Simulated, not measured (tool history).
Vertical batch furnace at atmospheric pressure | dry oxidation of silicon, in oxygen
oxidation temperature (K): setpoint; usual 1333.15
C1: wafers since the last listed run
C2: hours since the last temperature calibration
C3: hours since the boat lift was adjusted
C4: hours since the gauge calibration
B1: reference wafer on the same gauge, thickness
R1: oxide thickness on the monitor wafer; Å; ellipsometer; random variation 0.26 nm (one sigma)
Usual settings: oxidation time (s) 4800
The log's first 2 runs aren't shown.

{"run": 3, "day": 3.688, "oxidation temperature (K)": 1333.15, "oxidation time (s)": 5370, "C1": 598, "C2": 3842.4, "C3": 4611.7, "C4": 916.4, "B1": 88.02, "R1": 1092.4}
{"run": 4, "day": 6.1, "oxidation temperature (K)": 1323.15, "oxidation time (s)": 4200, "C1": 933, "C2": 3900.3, "C3": 4669.6, "C4": 974.3, "B1": 87.98, "R1": 863.2}
{"run": 5, "day": 7.792, "oxidation temperature (K)": 1323.15, "oxidation time (s)": 4200, "C1": 654, "C2": 3940.9, "C3": 4710.2, "C4": 1014.9, "B1": 88.0, "R1": 862.8}
{"run": 6, "day": 10.154, "oxidation temperature (K)": 1347.15, "oxidation time (s)": 4800, "C1": 914, "C2": 3997.6, "C3": 4766.9, "C4": 1071.6, "B1": 88.0, "R1": 1132.7}
{"day": 10.246, "done": "gauge calibrated"}
{"run": 7, "day": 12.238, "oxidation temperature (K)": 1347.15, "oxidation time (s)": 4800, "C1": 806, "C2": 4047.6, "C3": 4816.9, "C4": 47.8, "B1": 87.97, "R1": 1139.8}
{"run": 8, "day": 14.404, "oxidation temperature (K)": 1314.15, "oxidation time (s)": 4800, "C1": 838, "C2": 4099.6, "C3": 4868.9, "C4": 99.8, "B1": 88.01, "R1": 877.8}
{"run": 9, "day": 15.558, "oxidation temperature (K)": 1314.15, "oxidation time (s)": 4800, "C1": 446, "C2": 4127.3, "C3": 4896.6, "C4": 127.5, "B1": 87.99, "R1": 875.8}
{"run": 10, "day": 17.842, "oxidation temperature (K)": 1319.15, "oxidation time (s)": 4800, "C1": 883, "C2": 4182.1, "C3": 4951.4, "C4": 182.3, "B1": 87.98, "R1": 913.2}
{"run": 11, "day": 25.95, "oxidation temperature (K)": 1333.15, "oxidation time (s)": 4800, "C1": 3138, "C2": 4376.7, "C3": 5146.0, "C4": 376.9, "B1": 88.01, "R1": 1025.1}
{"run": 12, "day": 28.554, "oxidation temperature (K)": 1333.15, "oxidation time (s)": 4800, "C1": 1008, "C2": 4439.2, "C3": 5208.5, "C4": 439.4, "B1": 88.03, "R1": 1020.8}
{"run": 13, "day": 31.238, "oxidation temperature (K)": 1333.15, "oxidation time (s)": 4800, "C1": 1038, "C2": 4503.6, "C3": 5272.9, "C4": 503.8, "B1": 87.97, "R1": 1027.6}
{"run": 14, "day": 33.604, "oxidation temperature (K)": 1327.15, "oxidation time (s)": 3210, "C1": 916, "C2": 4560.4, "C3": 5329.7, "C4": 560.6, "B1": 87.99, "R1": 756.9}
{"run": 15, "day": 35.062, "oxidation temperature (K)": 1333.15, "oxidation time (s)": 4800, "C1": 564, "C2": 4595.4, "C3": 5364.7, "C4": 595.6, "B1": 87.99, "R1": 1033.0}
{"run": 16, "day": 36.346, "oxidation temperature (K)": 1349.15, "oxidation time (s)": 4800, "C1": 496, "C2": 4626.2, "C3": 5395.5, "C4": 626.4, "B1": 88.02, "R1": 1165.7}
{"run": 17, "day": 39.042, "oxidation temperature (K)": 1333.15, "oxidation time (s)": 4800, "C1": 1043, "C2": 4690.9, "C3": 5460.2, "C4": 691.1, "B1": 87.99, "R1": 1030.9}
{"run": 18, "day": 41.162, "oxidation temperature (K)": 1333.15, "oxidation time (s)": 4800, "C1": 821, "C2": 4741.8, "C3": 5511.1, "C4": 742.0, "B1": 87.97, "R1": 1028.7}
{"run": 19, "day": 43.842, "oxidation temperature (K)": 1353.15, "oxidation time (s)": 3990, "C1": 1037, "C2": 4806.1, "C3": 5575.4, "C4": 806.3, "B1": 87.95, "R1": 1063.0}
{"run": 20, "day": 44.925, "oxidation temperature (K)": 1357.15, "oxidation time (s)": 5910, "C1": 419, "C2": 4832.1, "C3": 5601.4, "C4": 832.3, "B1": 87.97, "R1": 1401.3}

Run 21 comes next. What will it give?
{"day": 47.833, "done": "thermocouples replaced and temperature profile calibrated"}
{"run": 21, "day": 47.854, "oxidation temperature (K)": 1352.15, "oxidation time (s)": 5460, "C1": 746, "C2": 0.5, "C3": 5671.7, "C4": 902.6, "B1": "?", "R1": "?"}

Run 21 gave B1 87.99, R1 1239.5 Å.
Without the tool's hidden state the same run would have given R1 1271.3 Å.
